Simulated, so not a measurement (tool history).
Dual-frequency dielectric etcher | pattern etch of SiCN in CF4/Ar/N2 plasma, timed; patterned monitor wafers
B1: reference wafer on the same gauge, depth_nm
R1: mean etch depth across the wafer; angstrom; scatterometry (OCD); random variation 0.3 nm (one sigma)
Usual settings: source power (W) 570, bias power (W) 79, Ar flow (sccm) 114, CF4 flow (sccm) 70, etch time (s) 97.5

Run 1, hour 0: usual settings; B1 120. Result: R1 1166 angstrom.
At hour 3.6: wet clean of the chamber.
Run 2, hour 49.6: usual settings but Ar flow (sccm) 131, CF4 flow (sccm) 82; B1 119.9. Result: R1 1154 angstrom.
Run 3, hour 99.6: usual settings but Ar flow (sccm) 131, CF4 flow (sccm) 82; B1 120.2. Result: R1 1154 angstrom.
Run 4, hour 129.1: usual settings but bias power (W) 84, CF4 flow (sccm) 75; B1 120.1. Result: R1 1195 angstrom.
Run 5, hour 201.1: usual settings but bias power (W) 84, CF4 flow (sccm) 75; B1 120. Result: R1 1196 angstrom.
Run 6, hour 242.3: usual settings; B1 119.9. Result: R1 1166 angstrom.
At hour 286: Ar flow controller replaced.
Run 7, hour 308: usual settings; B1 120. Result: R1 1167 angstrom.
Run 8, hour 341.6: usual settings but bias power (W) 94, CF4 flow (sccm) 76, etch time (s) 106; B1 119.9. Result: R1 1374 angstrom.
At hour 367.1: upper electrode replaced.
At hour 375.1: bias power generator calibrated.
Run 9, hour 409.7: usual settings but bias power (W) 67; B1 120. Result: R1 1114 angstrom.
At hour 436.1: wet clean of the chamber.
Run 10, hour 442.9: usual settings but bias power (W) 94, CF4 flow (sccm) 76, etch time (s) 106; B1 119.8. Result: R1 1347 angstrom.
At hour 456.2: CF4 flow controller replaced.
Run 11, hour 469.3: usual settings but source power (W) 620, etch time (s) 117; B1 120.1. Result: R1 1509 angstrom.
Run 12, hour 526.7: usual settings but bias power (W) 84, Ar flow (sccm) 86; B1 120.1. Result: R1 1235 angstrom.
At hour 533.5: source power generator calibrated.
At hour 536.6: gauge calibrated.
Run 13, hour 581.6: usual settings; B1 120.1. Result: R1 1096 angstrom.
Run 14, hour 637.8: usual settings; B1 120.2. Result: R1 1101 angstrom.
Run 15, hour 679.7: usual settings but source power (W) 450, CF4 flow (sccm) 53; B1 119.8. Result: R1 806 angstrom.

5 ways to go on from here, each from the tool as it stands after run 15. What would each give?
Run A, hour 680.1: usual settings but Ar flow (sccm) 130; B1 ?. Result: R1 ?.
Run B, hour 680.1: usual settings but CF4 flow (sccm) 55; B1 ?. Result: R1 ?.
Run C, hour 680.1: usual settings but Ar flow (sccm) 132, CF4 flow (sccm) 55, etch time (s) 109.5; B1 ?. Result: R1 ?.
Run D, hour 680.1: usual settings but CF4 flow (sccm) 80; B1 ?. Result: R1 ?.
Run E, hour 680.1: usual settings but etch time (s) 116.5; B1 ?. Result: R1 ?.

run   B1    R1
  A  120  1078
  B  120  1048
  C  120  1147
  D  120  1130
  E  120  1317
Without the tool's hidden state the same runs would have given:
run    R1
  A  1059
  B  1029
  C  1127
  D  1110
  E  1294
